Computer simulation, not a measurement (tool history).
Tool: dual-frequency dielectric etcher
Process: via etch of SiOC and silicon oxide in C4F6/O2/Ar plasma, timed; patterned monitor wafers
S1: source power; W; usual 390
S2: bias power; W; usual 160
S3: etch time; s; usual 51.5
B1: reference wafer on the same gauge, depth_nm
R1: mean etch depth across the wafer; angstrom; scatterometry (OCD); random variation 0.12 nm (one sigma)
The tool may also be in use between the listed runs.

run,hour,S1,S2,S3,B1,R1
1,0,390,160,51.5,58.1,567
2,95.1,390,160,51.5,58.1,567
# hour 122.6: gauge calibrated
3,202.3,450,191,51.5,58.1,645
4,255.4,360,160,62.5,58.1,656
5,340,360,160,62.5,58,654
6,443.1,320,160,51.5,58.1,501
# hour 513.3: bias power generator calibrated
7,537.2,390,160,51.5,58.1,570
# hour 582.3: wet clean of the chamber
8,638.6,390,160,51.5,58.1,568
# hour 645.2: source power generator calibrated, repeated, since the last time left the tool worse
9,676,390,195,57.5,58.1,649
10,733.4,390,160,51.5,58.1,554
11,775.1,390,172,57,58.1,624
# hour 799.4: upper electrode replaced
12,876.8,390,160,39.5,58.1,426
13,937.3,360,120,51.5,58.1,492
14,1016.7,300,128,42.5,58.1,365
15,1065.6,360,160,37.5,58,384
16,1118.9,310,160,45.5,58.1,422
17,1180.5,330,149,51.5,58.1,490
# hour 1267.6: wet clean of the chamber
18,1268.8,390,160,40,58.1,430
19,1319.1,300,160,51.5,58.1,468
20,1364.9,310,181,43,58.1,412
21,1458.6,390,129,51.5,58.1,526
22,1551.4,390,160,51.5,58.1,554
23,1666.1,390,160,61,58.1,655
24,1734.9,390,160,51.5,58.1,554
25,1793.2,390,121,51.5,58,521
# hour 1861.4: wet clean of the chamber
26,1861.9,340,160,51.5,58.1,507
27,1946.3,430,160,45,58.1,512
28,2019.1,450,174,56,58.1,668
29,2068.5,420,141,45,58.1,493
30,2150,390,121,51.5,58.1,521
31,2219.3,390,129,39.5,58.2,406

Forecast each of these 3 alternatives for the next run:
A,2219.7,390,160,51.5,?,?
B,2219.7,320,126,56.5,?,?
C,2219.7,330,124,51.5,?,?

run,B1,R1
A,58.1,556
B,58.1,508
C,58.1,471
Without the tool's hidden state the same runs would have given:
run,R1
A,554
B,506
C,469

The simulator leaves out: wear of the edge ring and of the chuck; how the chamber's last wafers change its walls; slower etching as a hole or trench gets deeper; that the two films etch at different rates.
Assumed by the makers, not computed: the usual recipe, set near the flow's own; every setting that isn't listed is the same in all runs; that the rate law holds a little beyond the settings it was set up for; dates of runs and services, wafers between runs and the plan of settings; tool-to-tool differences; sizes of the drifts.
